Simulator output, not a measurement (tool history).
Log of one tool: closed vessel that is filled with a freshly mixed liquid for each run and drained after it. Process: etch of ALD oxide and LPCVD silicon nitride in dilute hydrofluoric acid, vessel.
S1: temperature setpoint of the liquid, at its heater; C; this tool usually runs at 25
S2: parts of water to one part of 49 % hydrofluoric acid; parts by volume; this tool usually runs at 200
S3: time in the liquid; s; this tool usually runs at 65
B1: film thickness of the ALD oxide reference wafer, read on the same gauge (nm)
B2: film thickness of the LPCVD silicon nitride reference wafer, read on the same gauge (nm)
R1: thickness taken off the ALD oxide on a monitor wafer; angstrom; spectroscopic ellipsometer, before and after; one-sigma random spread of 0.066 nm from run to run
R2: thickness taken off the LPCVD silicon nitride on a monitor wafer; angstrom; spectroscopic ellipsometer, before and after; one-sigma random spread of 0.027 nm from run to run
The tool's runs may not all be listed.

run	hour	S1	S2	S3	B1	B2	R1	R2
1	0	27	200	65	100	40.006	75.8	1.73
2	14.9	27	200	65	100	40.008	76.4	1.53
3	50.7	27	200	65	100.01	40.006	76.3	2
4	86	25	200	65	100	39.993	71	1.91
5	100.3	22.5	200	45	100	40.007	44.6	1.21
6	117.2	22.5	200	45	99.97	39.999	45.1	1.05
7	132	25	200	65	100.01	39.998	70.9	2.05
8	155.6	25	200	65	100.02	40.015	70.7	1.59
# hour 166.9: hydrofluoric acid flow meter replaced
9	168.9	26.5	200	65	100.01	40.008	74.7	2.15
10	201.6	26.5	200	65	100.04	40.002	75.3	1.91
11	218.3	25	200	65	99.99	39.994	71.2	1.96
12	250.5	28.5	155	100	99.98	40.004	168.1	5.12
# hour 253.5: gauge calibrated
# hour 264.9: thermometer replaced
13	270.3	25	200	65	100	40.011	70.7	2.02

Run 14 comes next. What will it give?
14	285	28	230	40	?	?	?	?

Run 14 gave B1 100.01, B2 40.013, R1 41.8 angstrom, R2 1.42 angstrom.
If the tool had no hidden condition, the same run with the same run-to-run variation would have returned R1 41.8 angstrom, R2 1.42 angstrom.
